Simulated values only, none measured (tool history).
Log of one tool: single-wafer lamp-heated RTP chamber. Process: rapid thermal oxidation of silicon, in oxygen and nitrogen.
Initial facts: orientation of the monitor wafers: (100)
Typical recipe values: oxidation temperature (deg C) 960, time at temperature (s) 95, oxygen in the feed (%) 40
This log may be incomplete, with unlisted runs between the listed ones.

| run | day | oxidation temperature (deg C) | time at temperature (s) | oxygen in the feed (%) | wafers since the last listed run | wafers since the last pyrometer calibration | hours since the oxygen flow controller was replaced | hours since the gauge calibration | read-back reference wafer on the same gauge, thickness | oxide thickness on the monitor wafer (angstrom) |
|---|---|---|---|---|---|---|---|---|---|---|
| 1 | 0.000 | 960 | 65 | 40 | 0 | 896 | 3416.5 | 343.2 | 4.254 | 37.21 |
| 2 | 2.788 | 960 | 68 | 40 | 643 | 1539 | 3483.4 | 410.1 | 4.255 | 37.95 |
| 3 | 5.429 | 960 | 95 | 40 | 609 | 2148 | 3546.8 | 473.5 | 4.254 | 43.24 |
| 4 | 7.679 | 960 | 95 | 40 | 519 | 2667 | 3600.8 | 527.5 | 4.257 | 43.41 |
| 5 | 9.658 | 960 | 95 | 40 | 456 | 3124 | 3648.3 | 575.0 | 4.258 | 43.47 |
| 6 | 11.212 | 960 | 95 | 40 | 358 | 3482 | 3685.6 | 612.3 | 4.265 | 43.59 |
| 7 | 13.046 | 950 | 95 | 40 | 422 | 3905 | 3729.6 | 656.3 | 4.260 | 40.97 |
| 8 | 16.062 | 960 | 95 | 18 | 695 | 4601 | 3802.0 | 728.7 | 4.264 | 35.70 |
| 9 | 17.792 | 960 | 95 | 18 | 398 | 5000 | 3843.5 | 770.2 | 4.262 | 35.67 |
|  | 18.962 | pyrometer window cleaned and pyrometer calibrated |
| 10 | 21.629 | 960 | 95 | 18 | 808 | 614 | 3935.6 | 862.3 | 4.267 | 34.54 |
| 11 | 24.025 | 960 | 95 | 40 | 552 | 1167 | 3993.1 | 919.8 | 4.262 | 42.95 |
| 12 | 26.583 | 960 | 95 | 40 | 590 | 1757 | 4054.5 | 981.2 | 4.262 | 42.86 |
| 13 | 29.167 | 960 | 95 | 40 | 595 | 2353 | 4116.5 | 1043.2 | 4.261 | 43.07 |
| 14 | 32.383 | 953 | 95 | 56 | 742 | 3095 | 4193.7 | 1120.4 | 4.261 | 46.39 |
| 15 | 36.158 | 953 | 95 | 56 | 870 | 3966 | 4284.3 | 1211.0 | 4.264 | 46.22 |
| 16 | 37.958 | 953 | 95 | 56 | 415 | 4382 | 4327.5 | 1254.2 | 4.262 | 46.80 |
|  | 39.321 | pyrometer window cleaned and pyrometer calibrated |
| 17 | 39.762 | 948 | 95 | 40 | 339 | 101 | 4370.8 | 1297.5 | 4.262 | 39.39 |
| 18 | 43.471 | 943 | 116 | 50 | 855 | 956 | 4459.8 | 1386.5 | 4.251 | 43.92 |

The next listed run, before its measurement:
| 19 | 46.775 | 982 | 95 | 59 | 762 | 1719 | 4539.1 | 1465.8 | ? | ? |

Run 19 produced read-back reference wafer on the same gauge, thickness 4.263, oxide thickness on the monitor wafer (angstrom) 57.34.
On a tool with no hidden condition, and with the same random variation, this run would have come out at oxide thickness on the monitor wafer (angstrom) 55.94.

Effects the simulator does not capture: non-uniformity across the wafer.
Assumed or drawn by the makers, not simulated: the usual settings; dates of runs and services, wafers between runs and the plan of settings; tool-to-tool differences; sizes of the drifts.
